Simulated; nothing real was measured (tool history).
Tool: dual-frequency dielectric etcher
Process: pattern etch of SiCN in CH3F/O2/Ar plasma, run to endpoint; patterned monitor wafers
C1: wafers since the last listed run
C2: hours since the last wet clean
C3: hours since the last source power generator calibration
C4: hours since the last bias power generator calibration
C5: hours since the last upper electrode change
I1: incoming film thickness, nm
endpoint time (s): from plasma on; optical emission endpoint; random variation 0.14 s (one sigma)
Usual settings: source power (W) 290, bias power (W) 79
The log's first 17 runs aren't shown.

Run 18, hour 438.5: usual settings but source power (W) 350, bias power (W) 94; C1 304; C2 113.5; C3 77.6; C4 49.8; C5 4302.7; I1 7.07. Result: endpoint time (s) 17.4.
Run 19, hour 459.2: usual settings; C1 220; C2 134.2; C3 98.3; C4 70.5; C5 4323.4; I1 7.08. Result: endpoint time (s) 20.6.
Run 20, hour 476.3: usual settings but source power (W) 220, bias power (W) 73; C1 182; C2 151.3; C3 115.4; C4 87.6; C5 4340.5; I1 7.09. Result: endpoint time (s) 23.9.
Run 21, hour 491.5: usual settings; C1 161; C2 166.5; C3 130.6; C4 102.8; C5 4355.7; I1 7.11. Result: endpoint time (s) 20.6.
Run 22, hour 523.1: usual settings but source power (W) 270, bias power (W) 95; C1 336; C2 198.1; C3 162.2; C4 134.4; C5 4387.3; I1 7.09. Result: endpoint time (s) 19.7.
At hour 550.0: upper electrode replaced.
Run 23, hour 619.8: usual settings but bias power (W) 93; C1 774; C2 294.8; C3 258.9; C4 231.1; C5 69.8; I1 7.13. Result: endpoint time (s) 19.7.
Run 24, hour 643.5: usual settings but source power (W) 310, bias power (W) 90; C1 252; C2 318.5; C3 282.6; C4 254.8; C5 93.5; I1 7.06. Result: endpoint time (s) 19.2.
Run 25, hour 678.4: usual settings but source power (W) 250; C1 371; C2 353.4; C3 317.5; C4 289.7; C5 128.4; I1 7.11. Result: endpoint time (s) 22.8.
At hour 718.5: wet clean of the chamber.
Run 26, hour 719.0: usual settings; C1 176; C2 0.5; C3 358.1; C4 330.3; C5 169.0; I1 7.11. Result: endpoint time (s) 20.3.
Run 27, hour 719.5: usual settings but bias power (W) 68; C1 5; C2 1.0; C3 358.6; C4 330.8; C5 169.5; I1 7.05. Result: endpoint time (s) 21.6.
Run 28, hour 731.8: usual settings but source power (W) 340, bias power (W) 93; C1 130; C2 13.3; C3 370.9; C4 343.1; C5 181.8; I1 7.08. Result: endpoint time (s) 17.7.
Run 29, hour 758.3: usual settings but source power (W) 340, bias power (W) 85; C1 282; C2 39.8; C3 397.4; C4 369.6; C5 208.3; I1 7.11. Result: endpoint time (s) 18.5.
Run 30, hour 791.2: usual settings but bias power (W) 98; C1 350; C2 72.7; C3 430.3; C4 402.5; C5 241.2; I1 7.06. Result: endpoint time (s) 18.4.
Run 31, hour 814.4: usual settings but source power (W) 330, bias power (W) 60; C1 247; C2 95.9; C3 453.5; C4 425.7; C5 264.4; I1 7.07. Result: endpoint time (s) 22.0.
Run 32, hour 832.9: usual settings but source power (W) 330, bias power (W) 66; C1 196; C2 114.4; C3 472.0; C4 444.2; C5 282.9; I1 7.16. Result: endpoint time (s) 21.3.

5 ways to go on from here, each from the tool as it stands after run 32. What would each give?
Run A, hour 833.3: usual settings; C1 4; C2 114.8; C3 472.4; C4 444.6; C5 283.3; I1 7.08. Result: endpoint time (s) ?.
Run B, hour 833.3: usual settings but source power (W) 250, bias power (W) 72; C1 4; C2 114.8; C3 472.4; C4 444.6; C5 283.3; I1 7.08. Result: endpoint time (s) ?.
Run C, hour 833.3: usual settings but source power (W) 340, bias power (W) 74; C1 4; C2 114.8; C3 472.4; C4 444.6; C5 283.3; I1 7.08. Result: endpoint time (s) ?.
Run D, hour 833.3: usual settings but source power (W) 220, bias power (W) 61; C1 4; C2 114.8; C3 472.4; C4 444.6; C5 283.3; I1 7.08. Result: endpoint time (s) ?.
Run E, hour 833.3: usual settings but source power (W) 330; C1 4; C2 114.8; C3 472.4; C4 444.6; C5 283.3; I1 7.08. Result: endpoint time (s) ?.

run  endpoint time (s)
  A               20.4
  B               22.7
  C               19.6
  D               25.9
  E               19.3
Without the tool's hidden state the same runs would have given:
run  endpoint time (s)
  A               20.2
  B               22.5
  C               19.4
  D               25.7
  E               19.1
